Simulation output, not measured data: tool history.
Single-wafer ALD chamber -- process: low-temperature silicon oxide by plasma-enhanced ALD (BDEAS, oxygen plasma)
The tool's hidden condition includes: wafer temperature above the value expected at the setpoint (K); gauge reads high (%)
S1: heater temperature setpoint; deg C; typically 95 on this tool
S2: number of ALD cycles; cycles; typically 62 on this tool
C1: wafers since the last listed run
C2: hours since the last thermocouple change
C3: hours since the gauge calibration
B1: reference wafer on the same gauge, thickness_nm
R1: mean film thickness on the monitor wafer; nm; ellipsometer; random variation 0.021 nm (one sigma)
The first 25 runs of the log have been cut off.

{"run": 26, "hour": 355.9, "S1": 87, "S2": 53, "C1": 47, "C2": 84.9, "C3": 184.4, "B1": 8.552, "R1": 7.58}
{"run": 27, "hour": 362.9, "S1": 91, "S2": 58, "C1": 42, "C2": 91.9, "C3": 191.4, "B1": 8.548, "R1": 8.158}
{"hour": 370.0, "done": "gauge calibrated"}
{"run": 28, "hour": 373.0, "S1": 106, "S2": 54, "C1": 61, "C2": 102, "C3": 3, "B1": 8.472, "R1": 7.152}
{"run": 29, "hour": 380.9, "S1": 95, "S2": 62, "C1": 47, "C2": 109.9, "C3": 10.9, "B1": 8.474, "R1": 8.505}
{"run": 30, "hour": 392.8, "S1": 80, "S2": 55, "C1": 71, "C2": 121.8, "C3": 22.8, "B1": 8.469, "R1": 8}
{"run": 31, "hour": 408.4, "S1": 95, "S2": 62, "C1": 94, "C2": 137.4, "C3": 38.4, "B1": 8.487, "R1": 8.547}
{"run": 32, "hour": 417.2, "S1": 82, "S2": 50, "C1": 53, "C2": 146.2, "C3": 47.2, "B1": 8.48, "R1": 7.235}
{"run": 33, "hour": 430.6, "S1": 106, "S2": 54, "C1": 80, "C2": 159.6, "C3": 60.6, "B1": 8.494, "R1": 7.196}
{"run": 34, "hour": 447.7, "S1": 95, "S2": 62, "C1": 103, "C2": 176.7, "C3": 77.7, "B1": 8.494, "R1": 8.558}

Consider 3 possible next runs. They are alternatives, not a sequence: every one starts from the tool as it was left by run 34. What does each give?
{"run": "A", "hour": 448.2, "S1": 95, "S2": 56, "C1": 3, "C2": 177.2, "C3": 78.2, "B1": "?", "R1": "?"}
{"run": "B", "hour": 448.2, "S1": 109, "S2": 62, "C1": 3, "C2": 177.2, "C3": 78.2, "B1": "?", "R1": "?"}
{"run": "C", "hour": 448.2, "S1": 83, "S2": 58, "C1": 3, "C2": 177.2, "C3": 78.2, "B1": "?", "R1": "?"}

run=A B1=8.498 R1=7.714
run=B B1=8.498 R1=8.223
run=C B1=8.498 R1=8.377
Stripped of hidden state, with their random variation kept, the same runs would have yielded:
run=A R1=7.689
run=B R1=8.197
run=C R1=8.35
